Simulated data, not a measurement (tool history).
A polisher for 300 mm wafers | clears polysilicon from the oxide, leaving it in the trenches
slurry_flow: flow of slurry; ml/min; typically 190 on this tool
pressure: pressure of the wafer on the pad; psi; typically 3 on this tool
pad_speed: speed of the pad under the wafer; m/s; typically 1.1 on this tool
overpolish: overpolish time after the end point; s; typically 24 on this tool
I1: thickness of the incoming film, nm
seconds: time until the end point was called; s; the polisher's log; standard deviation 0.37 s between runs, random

run 1 hour=0 | slurry_flow=190 pressure=3 pad_speed=1.1 overpolish=24 | I1=702.8 | seconds=43.3
run 2 hour=12.2 | slurry_flow=190 pressure=3 pad_speed=1.1 overpolish=29 | I1=699.8 | seconds=43.3
run 3 hour=23.7 | slurry_flow=190 pressure=3 pad_speed=1.1 overpolish=29 | I1=700.8 | seconds=42.8
run 4 hour=38.9 | slurry_flow=190 pressure=3 pad_speed=1.1 overpolish=29 | I1=687.1 | seconds=42.4
run 5 hour=46 | slurry_flow=190 pressure=3 pad_speed=0.92 overpolish=24 | I1=689.5 | seconds=47.3
-- hour=64.6 worn pad replaced by a new one
run 6 hour=65.1 | slurry_flow=190 pressure=3 pad_speed=1.1 overpolish=24 | I1=699.7 | seconds=43.2
run 7 hour=76.3 | slurry_flow=190 pressure=3 pad_speed=1.1 overpolish=24 | I1=700 | seconds=43.2
run 8 hour=91.6 | slurry_flow=190 pressure=3 pad_speed=1.1 overpolish=24 | I1=697.1 | seconds=43.3
run 9 hour=99 | slurry_flow=190 pressure=3 pad_speed=1.1 overpolish=24 | I1=708.5 | seconds=43.6
run 10 hour=108.7 | slurry_flow=190 pressure=3 pad_speed=1.1 overpolish=24 | I1=704.8 | seconds=44
run 11 hour=126.3 | slurry_flow=215 pressure=3.7 pad_speed=1.1 overpolish=24 | I1=693.9 | seconds=36.1
run 12 hour=138.9 | slurry_flow=215 pressure=3.7 pad_speed=1.1 overpolish=24 | I1=689.7 | seconds=35.2
run 13 hour=154.2 | slurry_flow=205 pressure=3 pad_speed=1 overpolish=24 | I1=699.4 | seconds=45.5
run 14 hour=165.4 | slurry_flow=190 pressure=3 pad_speed=1.1 overpolish=24 | I1=686.3 | seconds=43.2
-- hour=173.6 worn pad replaced by a new one
run 15 hour=182.3 | slurry_flow=190 pressure=3 pad_speed=1.1 overpolish=24 | I1=700 | seconds=44.2
-- hour=187 head pressure recalibrated
run 16 hour=194.4 | slurry_flow=220 pressure=3 pad_speed=1.1 overpolish=24 | I1=696.8 | seconds=39.7
run 17 hour=232.3 | slurry_flow=190 pressure=3 pad_speed=1.1 overpolish=20 | I1=693.8 | seconds=40.7
run 18 hour=242.6 | slurry_flow=140 pressure=2.5 pad_speed=0.76 overpolish=13 | I1=690.2 | seconds=60.9
run 19 hour=257.7 | slurry_flow=250 pressure=3 pad_speed=1.1 overpolish=24 | I1=688.4 | seconds=39.1
run 20 hour=270.3 | slurry_flow=190 pressure=3 pad_speed=1.1 overpolish=24 | I1=695.7 | seconds=40.7
-- hour=280.4 slurry nozzle cleaned
run 21 hour=283 | slurry_flow=190 pressure=3 pad_speed=1.32 overpolish=24 | I1=710.7 | seconds=37.2
-- hour=288.9 worn pad replaced by a new one
run 22 hour=311.3 | slurry_flow=250 pressure=2.5 pad_speed=1.1 overpolish=11 | I1=694.2 | seconds=45.1

Expected results for the next run?
run 23 hour=327 | slurry_flow=190 pressure=3 pad_speed=1.1 overpolish=30 | I1=711.6 | seconds=?

Run 23 measured seconds 42.3 s.
Were there no unlogged condition in the tool, this run, its random variation unchanged, would have produced seconds 42 s.
